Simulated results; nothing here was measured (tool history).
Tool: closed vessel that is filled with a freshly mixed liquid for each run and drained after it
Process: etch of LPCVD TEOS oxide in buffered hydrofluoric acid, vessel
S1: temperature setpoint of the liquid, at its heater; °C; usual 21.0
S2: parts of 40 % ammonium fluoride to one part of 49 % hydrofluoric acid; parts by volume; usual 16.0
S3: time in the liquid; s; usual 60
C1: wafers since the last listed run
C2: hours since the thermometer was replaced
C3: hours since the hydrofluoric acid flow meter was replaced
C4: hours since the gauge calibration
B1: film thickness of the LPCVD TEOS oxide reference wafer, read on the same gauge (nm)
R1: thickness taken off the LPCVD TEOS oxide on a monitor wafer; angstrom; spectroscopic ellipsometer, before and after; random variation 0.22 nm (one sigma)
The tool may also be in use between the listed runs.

run	hour	S1	S2	S3	C1	C2	C3	C4	B1	R1
1	0.0	24.0	16.0	60	0	176.0	821.9	504.7	29.97	774.1
# hour 5.6: hydrofluoric acid flow meter replaced
2	73.3	24.0	16.0	60	5565	249.3	67.7	578.0	30.01	800.2
3	114.0	21.0	16.0	60	3133	290.0	108.4	618.7	29.98	676.5
4	216.7	21.0	16.0	60	7906	392.7	211.1	721.4	30.01	675.9
5	282.9	21.0	16.0	60	5096	458.9	277.3	787.6	30.01	676.1
6	324.0	21.0	16.0	60	3163	500.0	318.4	828.7	30.05	674.8
7	370.6	21.0	16.0	60	3587	546.6	365.0	875.3	30.01	672.4
8	429.9	21.0	16.0	60	4565	605.9	424.3	934.6	29.99	671.0
9	491.9	21.0	16.0	60	4772	667.9	486.3	996.6	30.00	672.6
10	578.4	21.0	16.0	60	6659	754.4	572.8	1083.1	29.97	667.9
11	626.9	21.0	16.0	60	3733	802.9	621.3	1131.6	29.96	664.4
12	727.2	18.5	16.0	60	7721	903.2	721.6	1231.9	29.99	574.4
13	820.3	18.5	16.0	60	7167	996.3	814.7	1325.0	30.01	572.5
14	869.5	21.0	19.5	60	3787	1045.5	863.9	1374.2	29.99	541.4
# hour 899.6: hydrofluoric acid flow meter replaced
15	951.3	26.0	18.5	60	6220	1127.3	51.7	1456.0	30.00	774.2
16	1033.1	23.5	20.0	30	6297	1209.1	133.5	1537.8	30.00	313.3
17	1116.0	22.5	18.0	60	6381	1292.0	216.4	1620.7	30.02	656.0
18	1177.2	23.0	16.0	60	4711	1353.2	277.6	1681.9	30.01	752.5

Run 19 comes next. What will it give?
19	1271.2	21.0	16.0	60	7236	1447.2	371.6	1775.9	?	?

{"run 19": {"B1": 30.0, "R1": 673.4}}
Without the tool's hidden state the same run would have given R1 684.9 angstrom.

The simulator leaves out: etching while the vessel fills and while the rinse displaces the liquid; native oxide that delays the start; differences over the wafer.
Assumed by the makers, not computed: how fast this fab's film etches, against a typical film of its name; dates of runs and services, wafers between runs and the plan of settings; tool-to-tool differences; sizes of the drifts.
